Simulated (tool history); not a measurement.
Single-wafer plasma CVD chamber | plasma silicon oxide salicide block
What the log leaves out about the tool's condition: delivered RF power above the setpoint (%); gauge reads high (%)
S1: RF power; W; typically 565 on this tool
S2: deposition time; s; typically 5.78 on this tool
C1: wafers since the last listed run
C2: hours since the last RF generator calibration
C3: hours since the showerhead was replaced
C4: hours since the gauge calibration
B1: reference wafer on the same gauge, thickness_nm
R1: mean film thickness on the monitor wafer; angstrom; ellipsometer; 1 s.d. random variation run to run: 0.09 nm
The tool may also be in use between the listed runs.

run,hour,S1,S2,C1,C2,C3,C4,B1,R1
1,0,565,5.78,0,1544.2,4979.3,269.8,62.608,572.52
2,17.3,565,5.78,748,1561.5,4996.6,287.1,62.607,572.25
3,32.6,565,5.78,661,1576.8,5011.9,302.4,62.598,572.65
4,46.2,565,5.78,588,1590.4,5025.5,316,62.601,571.8
5,64.2,565,5.78,778,1608.4,5043.5,334,62.578,573.27
6,81.3,565,5.78,739,1625.5,5060.6,351.1,62.59,571.43
7,89.4,565,5.47,350,1633.6,5068.7,359.2,62.59,541.67
8,100.8,565,5.47,493,1645,5080.1,370.6,62.587,541.09
9,110.5,565,5.47,419,1654.7,5089.8,380.3,62.612,542.43
10,120,565,5.78,410,1664.2,5099.3,389.8,62.595,572.78
11,136.5,565,5.78,713,1680.7,5115.8,406.3,62.62,571.8
12,148.4,630,5.78,514,1692.6,5127.7,418.2,62.598,589.55
13,158,510,5.78,415,1702.2,5137.3,427.8,62.588,555.56
# hour 177.7: showerhead replaced
14,178.2,510,5.78,527,1722.4,0.5,448,62.628,556.24
15,186.9,510,5.78,376,1731.1,9.2,456.7,62.595,555.87
16,193.8,565,5.78,298,1738,16.1,463.6,62.596,568.88
17,211.7,565,5.78,774,1755.9,34,481.5,62.597,570.89
18,223.4,565,5.78,506,1767.6,45.7,493.2,62.597,569.9
19,233.5,565,5.78,436,1777.7,55.8,503.3,62.596,569.78
# hour 257.1: gauge calibrated
20,284.2,505,4.88,2192,1828.4,106.5,27.1,62.592,466.76
21,300.5,650,6.93,704,1844.7,122.8,43.4,62.583,711.28
22,318.1,565,5.78,761,1862.3,140.4,61,62.603,569.94
# hour 334.5: RF generator calibrated
23,335,600,6.81,384,0.5,157.3,77.9,62.602,702.34
24,338.7,525,4.8,160,4.2,161,81.6,62.608,475.51
25,350,565,5.78,488,15.5,172.3,92.9,62.607,587.12
26,358.3,465,6.7,358,23.8,180.6,101.2,62.599,641.92
27,369.8,510,5.25,497,35.3,192.1,112.7,62.601,516.32
28,399.5,645,5.26,1284,65,221.8,142.4,62.61,551.98
29,411.2,475,6.28,506,76.7,233.5,154.1,62.591,605.2
30,421.6,645,6.29,449,87.1,243.9,164.5,62.613,660.01
31,434.3,650,5.78,549,99.8,256.6,177.2,62.596,608.8
32,447.9,565,5.78,588,113.4,270.2,190.8,62.6,585.45
33,462.2,480,5.45,618,127.7,284.5,205.1,62.583,526.49
34,470.1,635,6.55,341,135.6,292.4,213,62.599,685.42
35,478.9,535,5.78,380,144.4,301.2,221.8,62.593,576.57
36,518.3,565,5.47,1704,183.8,340.6,261.2,62.579,552.01
37,526.9,565,5.78,371,192.4,349.2,269.8,62.606,584.65
38,538.8,510,5.78,514,204.3,361.1,281.7,62.602,567.42
39,549.3,675,4.69,454,214.8,371.6,292.2,62.59,497.79

Each row is a separate what-if for the run after 39, all from the same tool condition, not one after another. Results?
A,549.7,660,5.78,17,215.2,372,292.6,?,?
B,549.7,455,4.73,17,215.2,372,292.6,?,?
C,549.7,655,6.57,17,215.2,372,292.6,?,?
D,549.7,480,6.58,17,215.2,372,292.6,?,?

run,B1,R1
A,62.594,610.55
B,62.594,450.12
C,62.594,692.5
D,62.594,635.53
Without the tool's hidden state the same runs would have given:
run,R1
A,612.97
B,451.9
C,695.24
D,638.05
